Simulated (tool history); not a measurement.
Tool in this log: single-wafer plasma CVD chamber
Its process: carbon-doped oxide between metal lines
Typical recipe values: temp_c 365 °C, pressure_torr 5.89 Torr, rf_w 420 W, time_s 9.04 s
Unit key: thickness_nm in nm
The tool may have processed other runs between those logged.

| run | hour | temp_c | pressure_torr | rf_w | time_s | wafers since the last listed run | hours since the last thermocouple change | hours since the last RF generator calibration | hours since the last manometer calibration | hours since the showerhead was replaced | hours since the gauge calibration | read-back reference wafer on the same gauge, thickness_nm | thickness_nm |
|---|---|---|---|---|---|---|---|---|---|---|---|---|---|
| 1 | 0.0 | 365 | 5.89 | 395 | 9.81 | 0 | 899.6 | 655.9 | 1325.1 | 1982.6 | 841.6 | 34.619 | 40.267 |
| 2 | 53.7 | 365 | 5.89 | 395 | 9.81 | 2131 | 953.3 | 709.6 | 1378.8 | 2036.3 | 895.3 | 34.586 | 39.568 |
| 3 | 116.9 | 365 | 5.89 | 395 | 9.81 | 2508 | 1016.5 | 772.8 | 1442.0 | 2099.5 | 958.5 | 34.554 | 39.862 |
| 4 | 157.6 | 365 | 5.89 | 420 | 9.04 | 1615 | 1057.2 | 813.5 | 1482.7 | 2140.2 | 999.2 | 34.613 | 38.473 |
| 5 | 188.2 | 365 | 5.89 | 420 | 9.04 | 1214 | 1087.8 | 844.1 | 1513.3 | 2170.8 | 1029.8 | 34.631 | 39.056 |
| 6 | 258.8 | 365 | 5.89 | 420 | 8.41 | 2802 | 1158.4 | 914.7 | 1583.9 | 2241.4 | 1100.4 | 34.587 | 36.066 |
| 7 | 313.6 | 365 | 5.89 | 420 | 8.41 | 2175 | 1213.2 | 969.5 | 1638.7 | 2296.2 | 1155.2 | 34.600 | 35.665 |
| 8 | 382.3 | 365 | 5.89 | 420 | 8.41 | 2726 | 1281.9 | 1038.2 | 1707.4 | 2364.9 | 1223.9 | 34.569 | 36.105 |
| 9 | 442.5 | 365 | 4.74 | 420 | 9.04 | 2389 | 1342.1 | 1098.4 | 1767.6 | 2425.1 | 1284.1 | 34.569 | 38.183 |
| 10 | 479.1 | 365 | 5.89 | 420 | 9.04 | 1452 | 1378.7 | 1135.0 | 1804.2 | 2461.7 | 1320.7 | 34.608 | 38.924 |
|  | 488.8 | gauge calibrated |
| 11 | 533.5 | 365 | 5.89 | 420 | 7.37 | 2159 | 1433.1 | 1189.4 | 1858.6 | 2516.1 | 44.7 | 34.639 | 31.847 |
|  | 584.8 | capacitance manometer re-zeroed and calibrated |
| 12 | 586.9 | 365 | 5.89 | 420 | 9.04 | 1802 | 1486.5 | 1242.8 | 2.1 | 2569.5 | 98.1 | 34.589 | 38.690 |
| 13 | 799.5 | 365 | 5.89 | 420 | 7.37 | 8438 | 1699.1 | 1455.4 | 214.7 | 2782.1 | 310.7 | 34.590 | 31.510 |
|  | 871.1 | thermocouple changed; heater temperature recalibrated |
|  | 913.2 | showerhead replaced |
| 14 | 955.9 | 355 | 6.42 | 360 | 9.04 | 5573 | 84.8 | 1611.8 | 371.1 | 42.7 | 467.1 | 34.623 | 34.917 |
| 15 | 1000.7 | 365 | 5.89 | 420 | 9.04 | 1778 | 129.6 | 1656.6 | 415.9 | 87.5 | 511.9 | 34.600 | 38.496 |
|  | 1018.0 | RF generator calibrated |
| 16 | 1062.5 | 365 | 5.89 | 480 | 9.04 | 2135 | 191.4 | 44.5 | 477.7 | 149.3 | 573.7 | 34.595 | 43.430 |
| 17 | 1096.0 | 365 | 7.06 | 420 | 9.04 | 1329 | 224.9 | 78.0 | 511.2 | 182.8 | 607.2 | 34.604 | 39.314 |
| 18 | 1135.3 | 365 | 5.89 | 420 | 9.04 | 1559 | 264.2 | 117.3 | 550.5 | 222.1 | 646.5 | 34.622 | 39.011 |
| 19 | 1201.6 | 365 | 7.20 | 490 | 10.84 | 2631 | 330.5 | 183.6 | 616.8 | 288.4 | 712.8 | 34.583 | 53.068 |
| 20 | 1298.2 | 352 | 5.51 | 470 | 8.09 | 3834 | 427.1 | 280.2 | 713.4 | 385.0 | 809.4 | 34.573 | 38.969 |
| 21 | 1347.2 | 358 | 7.22 | 375 | 10.20 | 1945 | 476.1 | 329.2 | 762.4 | 434.0 | 858.4 | 34.608 | 40.803 |

3 options for the next run, each taken on its own from the tool as it stands now. Forecast them:
| A | 1347.6 | 365 | 5.89 | 420 | 9.04 | 15 | 476.5 | 329.6 | 762.8 | 434.4 | 858.8 | ? | ? |
| B | 1347.6 | 358 | 5.89 | 385 | 8.46 | 15 | 476.5 | 329.6 | 762.8 | 434.4 | 858.8 | ? | ? |
| C | 1347.6 | 360 | 5.17 | 365 | 8.11 | 15 | 476.5 | 329.6 | 762.8 | 434.4 | 858.8 | ? | ? |

| run | read-back reference wafer on the same gauge, thickness_nm | thickness_nm |
|---|---|---|
| A | 34.610 | 38.651 |
| B | 34.610 | 34.048 |
| C | 34.610 | 30.594 |
Without the tool's hidden state the same runs would have given:
| run | thickness_nm |
|---|---|
| A | 38.651 |
| B | 34.048 |
| C | 30.594 |
